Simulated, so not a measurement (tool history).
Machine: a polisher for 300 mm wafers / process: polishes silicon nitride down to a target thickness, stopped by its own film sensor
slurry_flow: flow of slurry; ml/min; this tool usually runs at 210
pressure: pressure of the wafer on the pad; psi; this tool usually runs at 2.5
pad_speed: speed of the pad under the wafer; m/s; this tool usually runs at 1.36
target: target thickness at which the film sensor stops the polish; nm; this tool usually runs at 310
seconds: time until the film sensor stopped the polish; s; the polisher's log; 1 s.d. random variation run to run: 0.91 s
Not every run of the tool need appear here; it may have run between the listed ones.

run   hour  slurry_flow  pressure  pad_speed  target  wafers since the last listed run  wafers polished on this pad  hours since the slurry nozzle was cleaned  hours since the head pressure was calibrated  incoming thickness of the incoming film, nm  seconds
  1      0          210       2.1       1.36     310                                 0                          432                                        221                                           669                                        452.8    116.3
  2   24.6          210       2.1       1.36     310                               239                          672                                      245.6                                         693.6                                        450.2    114.7
  3     44          190       2.5       1.36     310                               189                          861                                        265                                           713                                        447.3     95.1
  4   75.5          190       2.5       1.36     310                               307                         1168                                      296.5                                         744.5                                        445.1     94.9
        96  -- worn pad replaced by a new one
  5  108.6          190       2.5       1.36     310                               283                          122                                      329.6                                         777.6                                        452.8    104.5
  6  134.1          210       2.5       1.36     310                               248                          370                                      355.1                                         803.1                                        447.8    100.9
  7  160.9          210       2.5       1.36     310                               261                          632                                      381.9                                         829.9                                        458.6    108.6
     193.8  -- worn pad replaced by a new one, repeated, since the last time left the tool worse
  8  194.3          210       2.5       1.36     310                               286                            5                                      415.3                                         863.3                                        448.8     94.9
  9    219          210       2.5       1.36     310                               240                          245                                        440                                           888                                        456.2     99.1
     223.4  -- slurry nozzle cleaned
 10  233.9          210       2.5       1.36     310                               135                          381                                       10.5                                         902.9                                        447.3     96.1
 11  262.6          265       3.2       1.72     296                               279                          660                                       39.2                                         931.6                                        455.2     73.2
 12  281.4          210       2.5       1.36     310                               183                          844                                         58                                         950.4                                        447.5     95.2
 13    313          140       2.5       1.36     310                               307                         1152                                       89.6                                           982                                        449.4    105.2
     338.2  -- worn pad replaced by a new one
 14  338.7          210       2.5       1.36     338                               211                            4                                      115.3                                        1007.7                                        446.7     74.2
 15  353.2          210       2.5       1.36     310                               141                          145                                      129.8                                        1022.2                                        450.3     96.7
     370.8  -- head pressure recalibrated
 16  374.9          210       2.5       1.36     310                               192                          337                                      151.5                                           4.1                                        454.7     98.6
 17  386.9          210       2.5       1.78     342                               116                          454                                      163.5                                          16.1                                        457.7     66.1

What does the tool deliver on the next run?
 18  421.4          150       2.5       1.52     324                               336                          791                                        198                                          50.6                                        450.7        ?

{"run 18": {"seconds": 84.8}}
Had the tool carried no hidden state, the very same run would have given seconds 83.2 s.

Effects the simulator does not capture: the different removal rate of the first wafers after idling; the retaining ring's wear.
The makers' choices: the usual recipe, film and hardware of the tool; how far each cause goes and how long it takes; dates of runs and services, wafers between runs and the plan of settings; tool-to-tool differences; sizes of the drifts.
